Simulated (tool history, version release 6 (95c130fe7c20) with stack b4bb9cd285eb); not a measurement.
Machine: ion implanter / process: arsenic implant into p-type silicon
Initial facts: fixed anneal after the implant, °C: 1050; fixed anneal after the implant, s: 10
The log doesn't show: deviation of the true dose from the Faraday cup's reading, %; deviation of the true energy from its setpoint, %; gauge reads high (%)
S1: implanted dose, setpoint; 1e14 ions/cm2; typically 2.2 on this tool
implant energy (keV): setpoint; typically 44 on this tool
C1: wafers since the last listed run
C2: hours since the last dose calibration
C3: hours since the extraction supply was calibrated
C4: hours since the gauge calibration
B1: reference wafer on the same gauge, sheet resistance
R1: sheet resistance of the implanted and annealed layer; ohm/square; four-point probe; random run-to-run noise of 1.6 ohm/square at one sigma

{"run": 1, "hour": 0.0, "S1": 2.2, "implant energy (keV)": 44, "C1": 0, "C2": 444.6, "C3": 495.4, "C4": 933.2, "B1": 292.02, "R1": 347.43}
{"run": 2, "hour": 82.2, "S1": 2.2, "implant energy (keV)": 44, "C1": 802, "C2": 526.8, "C3": 577.6, "C4": 1015.4, "B1": 292.17, "R1": 352.32}
{"run": 3, "hour": 127.0, "S1": 2.2, "implant energy (keV)": 44, "C1": 437, "C2": 571.6, "C3": 622.4, "C4": 1060.2, "B1": 292.01, "R1": 347.63}
{"run": 4, "hour": 164.3, "S1": 2.2, "implant energy (keV)": 44, "C1": 364, "C2": 608.9, "C3": 659.7, "C4": 1097.5, "B1": 291.72, "R1": 348.8}
{"run": 5, "hour": 269.6, "S1": 2.2, "implant energy (keV)": 44, "C1": 1028, "C2": 714.2, "C3": 765, "C4": 1202.8, "B1": 292.74, "R1": 347.92}
{"run": 6, "hour": 365.9, "S1": 2.2, "implant energy (keV)": 44, "C1": 940, "C2": 810.5, "C3": 861.3, "C4": 1299.1, "B1": 291.29, "R1": 352.41}
{"run": 7, "hour": 447.2, "S1": 2.58, "implant energy (keV)": 52.5, "C1": 794, "C2": 891.8, "C3": 942.6, "C4": 1380.4, "B1": 292.58, "R1": 305.16}
{"run": 8, "hour": 490.7, "S1": 2.58, "implant energy (keV)": 52.5, "C1": 424, "C2": 935.3, "C3": 986.1, "C4": 1423.9, "B1": 291.93, "R1": 306.89}
{"run": 9, "hour": 529.6, "S1": 2.66, "implant energy (keV)": 44, "C1": 379, "C2": 974.2, "C3": 1025, "C4": 1462.8, "B1": 291.87, "R1": 308}
{"run": 10, "hour": 572.9, "S1": 2.66, "implant energy (keV)": 44, "C1": 422, "C2": 1017.5, "C3": 1068.3, "C4": 1506.1, "B1": 292.01, "R1": 310.9}
{"run": 11, "hour": 634.0, "S1": 2.2, "implant energy (keV)": 44, "C1": 596, "C2": 1078.6, "C3": 1129.4, "C4": 1567.2, "B1": 291.91, "R1": 355.48}
{"run": 12, "hour": 742.5, "S1": 2.2, "implant energy (keV)": 44, "C1": 1059, "C2": 1187.1, "C3": 1237.9, "C4": 1675.7, "B1": 292, "R1": 352.87}
{"run": 13, "hour": 829.0, "S1": 2.2, "implant energy (keV)": 44, "C1": 844, "C2": 1273.6, "C3": 1324.4, "C4": 1762.2, "B1": 291.28, "R1": 355.85}
{"hour": 901.5, "done": "Faraday cup replaced and dose calibrated"}
{"run": 14, "hour": 922.9, "S1": 2.2, "implant energy (keV)": 44, "C1": 838, "C2": 21.4, "C3": 1418.3, "C4": 1856.1, "B1": 291.9, "R1": 350.55}
{"run": 15, "hour": 982.8, "S1": 2.2, "implant energy (keV)": 44, "C1": 585, "C2": 81.3, "C3": 1478.2, "C4": 1916, "B1": 292.02, "R1": 351.74}
{"run": 16, "hour": 1044.9, "S1": 2.68, "implant energy (keV)": 34, "C1": 606, "C2": 143.4, "C3": 1540.3, "C4": 1978.1, "B1": 291.14, "R1": 315.17}
{"run": 17, "hour": 1116.9, "S1": 2.2, "implant energy (keV)": 44, "C1": 703, "C2": 215.4, "C3": 1612.3, "C4": 2050.1, "B1": 292.62, "R1": 349.38}
{"run": 18, "hour": 1192.8, "S1": 2.2, "implant energy (keV)": 44, "C1": 741, "C2": 291.3, "C3": 1688.2, "C4": 2126, "B1": 291.08, "R1": 348.15}
{"run": 19, "hour": 1288.6, "S1": 2.76, "implant energy (keV)": 38.5, "C1": 935, "C2": 387.1, "C3": 1784, "C4": 2221.8, "B1": 291.13, "R1": 303.55}
{"run": 20, "hour": 1359.0, "S1": 1.83, "implant energy (keV)": 58.5, "C1": 687, "C2": 457.5, "C3": 1854.4, "C4": 2292.2, "B1": 292.19, "R1": 383.66}
{"run": 21, "hour": 1426.9, "S1": 2.49, "implant energy (keV)": 30, "C1": 663, "C2": 525.4, "C3": 1922.3, "C4": 2360.1, "B1": 291.72, "R1": 340.72}
{"run": 22, "hour": 1490.2, "S1": 1.76, "implant energy (keV)": 44, "C1": 618, "C2": 588.7, "C3": 1985.6, "C4": 2423.4, "B1": 292.48, "R1": 414.56}
{"run": 23, "hour": 1534.1, "S1": 2.72, "implant energy (keV)": 48, "C1": 428, "C2": 632.6, "C3": 2029.5, "C4": 2467.3, "B1": 292.49, "R1": 297.43}
{"run": 24, "hour": 1593.0, "S1": 2.42, "implant energy (keV)": 52, "C1": 575, "C2": 691.5, "C3": 2088.4, "C4": 2526.2, "B1": 291.71, "R1": 320.8}
{"hour": 1597.8, "done": "gauge calibrated"}
{"run": 25, "hour": 1667.3, "S1": 2.2, "implant energy (keV)": 44, "C1": 725, "C2": 765.8, "C3": 2162.7, "C4": 69.5, "B1": 292.43, "R1": 352.17}
{"hour": 1843.0, "done": "extraction supply calibrated"}
{"run": 26, "hour": 1938.8, "S1": 2.2, "implant energy (keV)": 44, "C1": 2573, "C2": 1037.3, "C3": 95.8, "C4": 341, "B1": 291.8, "R1": 355.04}
{"run": 27, "hour": 2011.9, "S1": 1.68, "implant energy (keV)": 53, "C1": 713, "C2": 1110.4, "C3": 168.9, "C4": 414.1, "B1": 291.81, "R1": 415.86}
{"hour": 2090.2, "done": "Faraday cup replaced and dose calibrated"}
{"run": 28, "hour": 2119.0, "S1": 2.2, "implant energy (keV)": 44, "C1": 967, "C2": 28.8, "C3": 276, "C4": 521.2, "B1": 291.68, "R1": 347.23}
{"run": 29, "hour": 2177.8, "S1": 1.57, "implant energy (keV)": 30, "C1": 574, "C2": 87.6, "C3": 334.8, "C4": 580, "B1": 292.69, "R1": 470.75}
{"run": 30, "hour": 2217.0, "S1": 2.2, "implant energy (keV)": 44, "C1": 382, "C2": 126.8, "C3": 374, "C4": 619.2, "B1": 291.73, "R1": 349.24}
{"run": 31, "hour": 2341.7, "S1": 2.81, "implant energy (keV)": 52, "C1": 1217, "C2": 251.5, "C3": 498.7, "C4": 743.9, "B1": 292.28, "R1": 287.23}
{"run": 32, "hour": 2406.8, "S1": 2.74, "implant energy (keV)": 44, "C1": 635, "C2": 316.6, "C3": 563.8, "C4": 809, "B1": 292.2, "R1": 296.46}
{"run": 33, "hour": 2484.9, "S1": 2.2, "implant energy (keV)": 50, "C1": 762, "C2": 394.7, "C3": 641.9, "C4": 887.1, "B1": 291.67, "R1": 341.79}
{"run": 34, "hour": 2573.5, "S1": 2.56, "implant energy (keV)": 33, "C1": 865, "C2": 483.3, "C3": 730.5, "C4": 975.7, "B1": 292.1, "R1": 330.11}
{"run": 35, "hour": 2780.2, "S1": 2.74, "implant energy (keV)": 36, "C1": 2018, "C2": 690, "C3": 937.2, "C4": 1182.4, "B1": 291.94, "R1": 310.16}
{"run": 36, "hour": 2885.0, "S1": 2.49, "implant energy (keV)": 54, "C1": 1023, "C2": 794.8, "C3": 1042, "C4": 1287.2, "B1": 291.6, "R1": 315.38}
{"run": 37, "hour": 2940.7, "S1": 2.43, "implant energy (keV)": 58, "C1": 543, "C2": 850.5, "C3": 1097.7, "C4": 1342.9, "B1": 292.28, "R1": 316.2}

What differs in the tool's unlogged condition from the final listed run ahead of each entry between runs to the first listed run following it?
From run 13 to run 14: Faraday cup replaced and dose calibrated (hour 901.5)
  deviation of the true dose from the Faraday cup's reading, %: -2.83 -> -0.25
  measured less the result without the state, R1: +7.32 -> +0.63 ohm/square
From run 24 to run 25: gauge calibrated (hour 1597.8)
  deviation of the true dose from the Faraday cup's reading, %: -1.84 -> -2.02
  measured less the result without the state, R1: +4.29 -> +5.17 ohm/square
From run 25 to run 26: extraction supply calibrated (hour 1843)
  deviation of the true dose from the Faraday cup's reading, %: -2.02 -> -2.66
  measured less the result without the state, R1: +5.17 -> +6.87 ohm/square
From run 27 to run 28: Faraday cup replaced and dose calibrated (hour 2090.2)
  deviation of the true dose from the Faraday cup's reading, %: -2.84 -> 0.213
  measured less the result without the state, R1: +8.18 -> -0.54 ohm/square
